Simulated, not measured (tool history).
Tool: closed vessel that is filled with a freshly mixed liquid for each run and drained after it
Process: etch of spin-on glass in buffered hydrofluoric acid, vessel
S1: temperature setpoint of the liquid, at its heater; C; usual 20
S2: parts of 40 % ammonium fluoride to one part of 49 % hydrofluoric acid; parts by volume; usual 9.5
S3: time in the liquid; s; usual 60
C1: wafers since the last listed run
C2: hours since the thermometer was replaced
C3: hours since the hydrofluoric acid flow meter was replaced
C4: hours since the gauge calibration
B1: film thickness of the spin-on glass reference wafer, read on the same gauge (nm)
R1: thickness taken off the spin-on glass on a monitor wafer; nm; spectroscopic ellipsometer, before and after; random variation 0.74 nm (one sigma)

| run | hour | S1 | S2 | S3 | C1 | C2 | C3 | C4 | B1 | R1 |
|---|---|---|---|---|---|---|---|---|---|---|
| 1 | 0 | 20 | 9.5 | 60 | 0 | 890.5 | 913.1 | 300.1 | 59.99 | 76.3 |
| 2 | 107.8 | 20 | 9.5 | 60 | 13815 | 998.3 | 1020.9 | 407.9 | 60 | 76.6 |
| 3 | 186.1 | 20 | 9.5 | 60 | 10035 | 1076.6 | 1099.2 | 486.2 | 60.01 | 74.97 |
| 4 | 289.3 | 20 | 9.5 | 60 | 13226 | 1179.8 | 1202.4 | 589.4 | 60.02 | 75.39 |
| 5 | 376.9 | 20 | 9.5 | 60 | 11226 | 1267.4 | 1290 | 677 | 59.98 | 74.11 |
| 6 | 464.2 | 20 | 9.5 | 35 | 11188 | 1354.7 | 1377.3 | 764.3 | 60.01 | 41.95 |
| 7 | 518.8 | 20 | 9.5 | 35 | 6997 | 1409.3 | 1431.9 | 818.9 | 60.03 | 41.9 |
| 8 | 570 | 20 | 9.5 | 35 | 6561 | 1460.5 | 1483.1 | 870.1 | 60.01 | 42.09 |
| 9 | 606.6 | 20 | 9.5 | 50 | 4690 | 1497.1 | 1519.7 | 906.7 | 59.97 | 59.48 |
| 10 | 663.9 | 20 | 9.5 | 60 | 7343 | 1554.4 | 1577 | 964 | 60 | 69.59 |
|  | 672.2 | thermometer replaced |
| 11 | 741.6 | 21 | 9.5 | 60 | 9829 | 69.4 | 1654.7 | 1041.7 | 60.03 | 81.53 |
|  | 819.5 | hydrofluoric acid flow meter replaced |
| 12 | 837.3 | 21 | 9.5 | 60 | 12136 | 165.1 | 17.8 | 1137.4 | 60.02 | 87.66 |
| 13 | 897.9 | 20 | 11.5 | 90 | 7766 | 225.7 | 78.4 | 1198 | 59.97 | 105.8 |
| 14 | 989 | 20 | 11.5 | 90 | 11675 | 316.8 | 169.5 | 1289.1 | 60 | 102.77 |
| 15 | 1048.8 | 18 | 6 | 85 | 7664 | 376.6 | 229.3 | 1348.9 | 60 | 161.01 |
|  | 1126.5 | gauge calibrated |
| 16 | 1135.9 | 18.5 | 9.5 | 60 | 11162 | 463.7 | 316.4 | 9.4 | 59.99 | 74.98 |
| 17 | 1239.9 | 20 | 9.5 | 60 | 13328 | 567.7 | 420.4 | 113.4 | 59.97 | 80.43 |
| 18 | 1323.2 | 20 | 12.5 | 60 | 10675 | 651 | 503.7 | 196.7 | 60.03 | 61.46 |
| 19 | 1407.9 | 22 | 12 | 85 | 10855 | 735.7 | 588.4 | 281.4 | 60.03 | 100.04 |
| 20 | 1444.4 | 24.5 | 9.5 | 60 | 4677 | 772.2 | 624.9 | 317.9 | 59.97 | 102.45 |
| 21 | 1482.1 | 20 | 9.5 | 35 | 4831 | 809.9 | 662.6 | 355.6 | 60 | 44.85 |
| 22 | 1573.5 | 20 | 9.5 | 60 | 11713 | 901.3 | 754 | 447 | 59.97 | 77.71 |
| 23 | 1680.6 | 17 | 9.5 | 90 | 13726 | 1008.4 | 861.1 | 554.1 | 60.05 | 96.89 |
| 24 | 1765.1 | 21.5 | 9.5 | 60 | 10829 | 1092.9 | 945.6 | 638.6 | 59.97 | 82.86 |
| 25 | 1866.1 | 18.5 | 7.5 | 60 | 12944 | 1193.9 | 1046.6 | 739.6 | 59.99 | 83.12 |

Measured less the same run without the tool's hidden state. The same run-to-run variation is in both; the gauge's scatter may not be:
The hidden state here: liquid colder than its thermometer reads (K); hydrofluoric acid flow below the setpoint (%); gauge reads high (%).
| run | R1 |
|---|---|
| 1 | -8.55 |
| 2 | -9.85 |
| 3 | -10.57 |
| 4 | -11.82 |
| 5 | -12.69 |
| 6 | -7.79 |
| 7 | -8.14 |
| 8 | -8.52 |
| 9 | -12.44 |
| 10 | -15.23 |
| 11 | -9.2 |
| 12 | -1.82 |
| 13 | -3.11 |
| 14 | -4.3 |
| 15 | -7.81 |
| 16 | -4.13 |
| 17 | -5.39 |
| 18 | -5.51 |
| 19 | -10.1 |
| 20 | -9.12 |
| 21 | -4.3 |
| 22 | -8.32 |
| 23 | -12.07 |
| 24 | -11.16 |
| 25 | -15.16 |
